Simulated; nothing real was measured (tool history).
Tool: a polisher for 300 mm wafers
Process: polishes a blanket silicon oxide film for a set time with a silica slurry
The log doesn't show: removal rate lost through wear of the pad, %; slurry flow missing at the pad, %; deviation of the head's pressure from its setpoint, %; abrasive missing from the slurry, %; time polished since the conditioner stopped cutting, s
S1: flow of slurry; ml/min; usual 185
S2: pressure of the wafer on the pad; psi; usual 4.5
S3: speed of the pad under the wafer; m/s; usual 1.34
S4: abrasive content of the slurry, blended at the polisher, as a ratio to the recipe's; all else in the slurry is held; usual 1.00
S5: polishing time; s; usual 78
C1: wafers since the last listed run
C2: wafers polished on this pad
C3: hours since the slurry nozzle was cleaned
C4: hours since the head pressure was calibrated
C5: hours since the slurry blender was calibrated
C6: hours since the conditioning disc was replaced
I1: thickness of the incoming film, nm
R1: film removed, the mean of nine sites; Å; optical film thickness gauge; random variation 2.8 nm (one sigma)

run    hour   S1   S2    S3    S4   S5    C1    C2     C3     C4     C5     C6      I1    R1
  1     0.0  185  4.5  1.34  1.00   78     0  2138  162.3  170.0   20.8  148.7   999.1  3593
  2    69.7  185  4.5  1.34  1.00   78   830  2969  232.0  239.7   90.5  218.4   990.6  3629
  3    97.0  160  5.1  1.48  1.25   78   325  3294  259.3  267.0  117.8  245.7  1007.4  4646
  4   162.4  185  4.5  1.34  1.10   78   779  4073  324.7  332.4  183.2  311.1   995.8  3696
  5   195.5  185  4.5  1.34  1.00   78   394  4468  357.8  365.5  216.3  344.2  1023.1  3571
      274.2  -- head pressure recalibrated
  6   276.1  120  4.5  1.20  1.00   78   936  5404  438.4    1.9  296.9  424.8  1027.1  2780
  7   310.5  185  5.6  0.90  1.00   90   409  5814  472.8   36.3  331.3  459.2  1022.8  3476
  8   341.0  185  4.5  1.34  1.00   97   363  6177  503.3   66.8  361.8  489.7  1028.5  4186
  9   371.7  185  4.5  1.80  1.00   90   365  6543  534.0   97.5  392.5  520.4  1022.3  4847
      405.8  -- worn pad replaced by a new one
      416.4  -- conditioning disc replaced and pad reconditioned
 10   437.8  125  4.5  0.94  1.00   52   716   357  600.1  163.6  458.6   21.4  1012.8  1535
 11   478.3  185  5.6  1.34  1.15   78   482   840  640.6  204.1  499.1   61.9  1027.9  4378
 12   524.9  185  4.5  1.34  1.00   78   555  1395  687.2  250.7  545.7  108.5  1019.5  3267
      554.6  -- slurry blender recalibrated
 13   574.7  185  3.4  1.34  1.00   90   569  1964  737.0  300.5   20.1  158.3   995.8  3130
 14   620.3  185  4.5  1.34  1.00   78   543  2508  782.6  346.1   65.7  203.9   994.4  3577
      626.2  -- slurry nozzle cleaned
 15   691.2  185  4.5  1.34  1.00   78   832  3340   65.0  417.0  136.6  274.8  1007.5  3596
 16   717.6  185  4.5  1.34  1.00   78   314  3655   91.4  443.4  163.0  301.2   999.5  3651
 17   776.8  185  3.5  1.10  1.00  104   705  4360  150.6  502.6  222.2  360.4  1008.6  3147
 18   816.8  185  4.5  1.34  1.00   78   476  4837  190.6  542.6  262.2  400.4  1002.8  3611
      840.0  -- head pressure recalibrated
      948.6  -- worn pad replaced by a new one
 19  1001.3  210  3.3  1.78  1.00   78  2126   628  375.1  161.3  446.7  584.9  1013.6  3147
     1007.4  -- conditioning disc replaced and pad reconditioned
     1022.7  -- slurry blender recalibrated
 20  1064.0  185  4.9  1.34  1.00   78   699  1327  437.8  224.0   41.3   56.6   988.1  3903
 21  1263.1  185  3.5  1.34  0.90   78  2372  3699  636.9  423.1  240.4  255.7  1011.6  2640
 22  1296.7  185  4.5  1.34  0.85   68   400  4100  670.5  456.7  274.0  289.3  1003.1  2860
 23  1343.2  185  4.5  1.34  1.00   78   554  4654  717.0  503.2  320.5  335.8   997.3  3500
     1378.1  -- slurry nozzle cleaned
     1398.1  -- worn pad replaced by a new one
 24  1405.5  185  4.5  1.34  1.00   78   682    88   27.4  565.5  382.8  398.1  1019.3  3469

What the log doesn't show, run by run:
removal rate lost through wear of the pad, %: 0 in every run
slurry flow missing at the pad, %: 0 in every run
time polished since the conditioner stopped cutting, s: 0 in every run
H1: deviation of the head's pressure from its setpoint, %
H2: abrasive missing from the slurry, %
run      H1     H2
  1    3.62  0.508
  2    4.34   1.09
  3    4.55   1.52
  4    4.95   2.99
  5    5.09   3.98
  6  0.0194   7.08
  7    1.06    8.7
  8    1.82   10.3
  9    2.46     12
 10    3.51   16.2
 11    3.98   19.1
 12    4.41   22.8
 13    4.75  0.861
 14    4.99   1.15
 15    5.25   2.23
 16    5.33   2.82
 17    5.46   4.53
 18    5.52   5.98
 19    3.77   15.8
 20    4.47   1.43
 21    5.56   5.63
 22    5.65   6.93
 23    5.74      9
 24    5.84   12.3

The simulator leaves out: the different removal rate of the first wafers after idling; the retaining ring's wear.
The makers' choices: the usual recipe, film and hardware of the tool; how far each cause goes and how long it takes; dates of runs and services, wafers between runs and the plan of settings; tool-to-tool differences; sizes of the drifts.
